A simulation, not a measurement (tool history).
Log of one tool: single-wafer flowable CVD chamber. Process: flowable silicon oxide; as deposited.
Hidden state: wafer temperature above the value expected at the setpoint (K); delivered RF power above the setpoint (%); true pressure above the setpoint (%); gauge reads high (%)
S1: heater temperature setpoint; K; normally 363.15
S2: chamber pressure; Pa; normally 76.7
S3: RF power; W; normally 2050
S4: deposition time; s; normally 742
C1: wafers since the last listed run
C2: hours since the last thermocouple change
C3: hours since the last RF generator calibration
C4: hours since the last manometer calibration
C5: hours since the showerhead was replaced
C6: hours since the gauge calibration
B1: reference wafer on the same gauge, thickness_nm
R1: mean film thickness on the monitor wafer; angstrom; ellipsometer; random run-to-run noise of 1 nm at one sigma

run	hour	S1	S2	S3	S4	C1	C2	C3	C4	C5	C6	B1	R1
1	0.0	363.15	71.6	2050	633	0	1938.6	748.0	3035.2	5766.3	519.9	345.189	3245.41
# hour 22.9: thermocouple changed; heater temperature recalibrated
2	23.4	363.15	71.6	2050	633	47	0.5	771.4	3058.6	5789.7	543.3	345.442	3239.65
3	43.5	363.15	76.7	2050	742	61	20.6	791.5	3078.7	5809.8	563.4	345.908	4076.89
4	62.6	363.15	76.7	2050	742	58	39.7	810.6	3097.8	5828.9	582.5	346.012	4081.91
5	77.8	363.15	76.7	2050	643	46	54.9	825.8	3113.0	5844.1	597.7	346.177	3546.09
6	93.4	363.15	76.7	2050	643	47	70.5	841.4	3128.6	5859.7	613.3	346.380	3539.98
7	110.0	363.15	76.7	2050	643	50	87.1	858.0	3145.2	5876.3	629.9	346.653	3535.30
8	128.0	377.15	68.1	2050	742	54	105.1	876.0	3163.2	5894.3	647.9	346.726	2427.01
9	155.2	363.15	76.7	2050	742	83	132.3	903.2	3190.4	5921.5	675.1	347.158	4086.70
10	168.0	351.15	76.7	2230	608	39	145.1	916.0	3203.2	5934.3	687.9	347.608	4648.85
11	196.2	363.15	76.7	2050	742	86	173.3	944.2	3231.4	5962.5	716.1	347.976	4084.18
# hour 221.7: capacitance manometer re-zeroed and calibrated
12	246.1	363.15	93.5	1815	742	127	223.2	994.1	24.4	6012.4	766.0	348.471	4894.59
13	276.7	363.15	76.7	2050	742	93	253.8	1024.7	55.0	6043.0	796.6	349.086	4126.44
14	304.6	363.15	76.7	2050	742	85	281.7	1052.6	82.9	6070.9	824.5	349.657	4136.28
# hour 323.9: gauge calibrated
15	328.5	363.15	76.7	2050	742	72	305.6	1076.5	106.8	6094.8	4.6	341.963	4039.15
16	341.0	363.15	76.7	2050	742	38	318.1	1089.0	119.3	6107.3	17.1	341.920	4049.62
17	354.4	363.15	76.7	2050	809	40	331.5	1102.4	132.7	6120.7	30.5	341.891	4402.11
18	387.6	363.15	85.5	2245	790	101	364.7	1135.6	165.9	6153.9	63.7	341.938	4878.67
19	408.1	356.15	82.3	2050	853	62	385.2	1156.1	186.4	6174.4	84.2	342.001	5984.85
# hour 421.0: RF generator calibrated
# hour 439.3: showerhead replaced
20	487.1	363.15	71.6	2050	633	192	464.2	66.1	265.4	47.8	163.2	341.949	3205.73
21	509.6	363.15	58.1	2050	853	68	486.7	88.6	287.9	70.3	185.7	342.160	3549.83
22	527.6	377.15	58.0	2050	742	54	504.7	106.6	305.9	88.3	203.7	342.342	2047.20
23	551.8	363.15	76.7	2050	797	73	528.9	130.8	330.1	112.5	227.9	342.460	4330.69
24	571.4	358.15	69.2	2050	742	59	548.5	150.4	349.7	132.1	247.5	342.568	4172.86
25	602.5	363.15	76.7	1870	692	94	579.6	181.5	380.8	163.2	278.6	342.886	3691.57
26	630.4	363.15	76.7	2205	742	85	607.5	209.4	408.7	191.1	306.5	343.078	4105.31
27	644.0	363.15	93.7	2050	782	41	621.1	223.0	422.3	204.7	320.1	342.929	5220.75
28	659.1	363.15	76.7	2050	742	46	636.2	238.1	437.4	219.8	335.2	342.883	4043.78

Hidden state at the last listed run before each entry between runs and at the first one after, where it differs:
After run 1, before run 2: thermocouple changed; heater temperature recalibrated (hour 22.9)
  gauge reads high (%): 0.632 -> 0.71
  measured result minus the result with no hidden state, R1: +20.37 -> +22.86 angstrom
After run 11, before run 12: capacitance manometer re-zeroed and calibrated (hour 221.7)
  gauge reads high (%): 1.4 -> 1.63
  measured result minus the result with no hidden state, R1: +56.38 -> +78.69 angstrom
After run 14, before run 15: gauge calibrated (hour 323.9)
  gauge reads high (%): 1.93 -> -0.317
  measured result minus the result with no hidden state, R1: +78.26 -> -12.86 angstrom
After run 19, before run 20: RF generator calibrated (hour 421.0); showerhead replaced (hour 439.3)
  gauge reads high (%): -0.295 -> -0.233
  measured result minus the result with no hidden state, R1: -17.71 -> -7.49 angstrom
